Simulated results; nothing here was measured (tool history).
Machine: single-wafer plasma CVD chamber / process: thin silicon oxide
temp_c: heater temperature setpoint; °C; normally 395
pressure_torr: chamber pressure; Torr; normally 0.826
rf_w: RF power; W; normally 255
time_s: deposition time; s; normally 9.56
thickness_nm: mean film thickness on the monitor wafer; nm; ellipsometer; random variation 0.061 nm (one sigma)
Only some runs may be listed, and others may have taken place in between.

run,hour,temp_c,pressure_torr,rf_w,time_s,wafers since the last listed run,hours since the last thermocouple change,hours since the last RF generator calibration,hours since the last manometer calibration,hours since the showerhead was replaced,hours since the gauge calibration,"read-back reference wafer on the same gauge, thickness_nm",thickness_nm
1,0.0,395,0.826,255,9.56,0,1974.2,767.1,692.4,5104.0,696.3,14.714,16.020
2,28.7,395,0.695,255,9.56,795,2002.9,795.8,721.1,5132.7,725.0,14.703,13.814
3,43.5,395,0.695,255,9.56,410,2017.7,810.6,735.9,5147.5,739.8,14.687,13.813
4,73.8,395,0.695,255,9.56,839,2048.0,840.9,766.2,5177.8,770.1,14.692,13.849
5,108.5,395,0.826,290,9.56,961,2082.7,875.6,800.9,5212.5,804.8,14.698,16.644
6,125.6,387,0.826,255,9.09,473,2099.8,892.7,818.0,5229.6,821.9,14.696,15.039
7,149.3,387,0.826,255,9.09,656,2123.5,916.4,841.7,5253.3,845.6,14.716,15.149
8,180.7,395,0.826,255,9.56,870,2154.9,947.8,873.1,5284.7,877.0,14.706,15.878
9,194.7,386,0.826,255,8.31,387,2168.9,961.8,887.1,5298.7,891.0,14.703,13.802
10,222.9,386,0.826,255,8.31,781,2197.1,990.0,915.3,5326.9,919.2,14.709,13.795
11,249.7,395,0.826,215,9.56,742,2223.9,1016.8,942.1,5353.7,946.0,14.701,14.898
12,280.1,395,0.650,255,9.56,842,2254.3,1047.2,972.5,5384.1,976.4,14.712,12.751
13,312.5,395,0.826,295,9.56,897,2286.7,1079.6,1004.9,5416.5,1008.8,14.685,16.395
14,376.2,395,0.826,255,9.56,1765,2350.4,1143.3,1068.6,5480.2,1072.5,14.700,15.486
15,390.9,395,0.826,255,9.56,407,2365.1,1158.0,1083.3,5494.9,1087.2,14.688,15.497
# hour 396.1: gauge calibrated
16,420.1,395,0.826,255,9.56,809,2394.3,1187.2,1112.5,5524.1,24.0,14.701,15.417
# hour 430.4: thermocouple changed; heater temperature recalibrated
# hour 445.1: showerhead replaced
17,454.8,395,0.826,255,10.26,518,24.4,1221.9,1147.2,9.7,58.7,14.700,16.544
# hour 464.8: capacitance manometer re-zeroed and calibrated
18,485.6,403,0.916,255,9.56,631,55.2,1252.7,20.8,40.5,89.5,14.706,17.292
19,508.5,395,0.826,255,9.56,634,78.1,1275.6,43.7,63.4,112.4,14.701,16.028
# hour 526.1: RF generator calibrated
20,536.1,395,0.826,255,9.56,543,105.7,10.0,71.3,91.0,140.0,14.699,16.533
21,571.5,395,0.826,255,9.56,980,141.1,45.4,106.7,126.4,175.4,14.713,16.429

Run 22 has not been measured yet. What should we expect?
22,602.1,395,0.826,255,9.56,847,171.7,76.0,137.3,157.0,206.0,?,?

Run 22 came out at read-back reference wafer on the same gauge, thickness_nm 14.711, thickness_nm 16.503 nm.
With the hidden condition absent and the run-to-run variation left alone, this run would have shown thickness_nm 16.663 nm.
